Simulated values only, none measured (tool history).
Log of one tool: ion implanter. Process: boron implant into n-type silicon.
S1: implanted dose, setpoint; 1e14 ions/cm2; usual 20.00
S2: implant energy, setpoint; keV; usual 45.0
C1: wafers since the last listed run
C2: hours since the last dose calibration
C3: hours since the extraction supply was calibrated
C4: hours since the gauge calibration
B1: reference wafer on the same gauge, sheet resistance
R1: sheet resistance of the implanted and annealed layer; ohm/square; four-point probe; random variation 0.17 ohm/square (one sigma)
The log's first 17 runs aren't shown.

run,hour,S1,S2,C1,C2,C3,C4,B1,R1
18,940.9,20.00,45.0,807,1125.9,96.1,108.7,71.12,69.01
19,968.7,20.00,45.0,479,1153.7,123.9,136.5,71.14,68.92
20,1005.6,22.06,45.0,636,1190.6,160.8,173.4,71.16,64.17
21,1064.0,24.67,54.5,1007,1249.0,219.2,231.8,71.12,58.62
22,1105.5,23.54,60.0,715,1290.5,260.7,273.3,71.08,60.12
23,1167.3,23.76,60.0,1066,1352.3,322.5,335.1,71.10,59.77
24,1195.2,20.00,51.0,481,1380.2,350.4,363.0,71.15,68.41
25,1238.7,24.64,57.5,750,1423.7,393.9,406.5,71.14,58.25
# hour 1264.0: Faraday cup replaced and dose calibrated
26,1276.8,21.56,45.0,519,12.8,432.0,444.6,71.12,65.39
27,1342.2,18.19,53.0,1128,78.2,497.4,510.0,71.12,73.41
28,1413.2,20.00,45.0,1224,149.2,568.4,581.0,71.15,68.83
29,1467.0,14.68,59.5,928,203.0,622.2,634.8,71.12,86.39
30,1499.1,20.00,49.0,553,235.1,654.3,666.9,71.12,68.59
31,1540.3,15.53,33.0,710,276.3,695.5,708.1,71.00,85.09
32,1601.5,17.35,45.0,1055,337.5,756.7,769.3,71.15,76.79
33,1655.3,18.43,39.0,928,391.3,810.5,823.1,71.12,74.06
34,1720.8,20.00,45.0,1130,456.8,876.0,888.6,71.11,68.57
35,1760.4,25.05,52.5,683,496.4,915.6,928.2,71.04,58.12
36,1794.3,25.17,55.0,584,530.3,949.5,962.1,71.11,57.46

Run 37 comes next. What will it give?
37,1819.4,25.01,60.0,433,555.4,974.6,987.2,?,?

Run 37 gave B1 71.10, R1 57.37 ohm/square.
Without the tool's hidden state the same run would have given R1 57.37 ohm/square.

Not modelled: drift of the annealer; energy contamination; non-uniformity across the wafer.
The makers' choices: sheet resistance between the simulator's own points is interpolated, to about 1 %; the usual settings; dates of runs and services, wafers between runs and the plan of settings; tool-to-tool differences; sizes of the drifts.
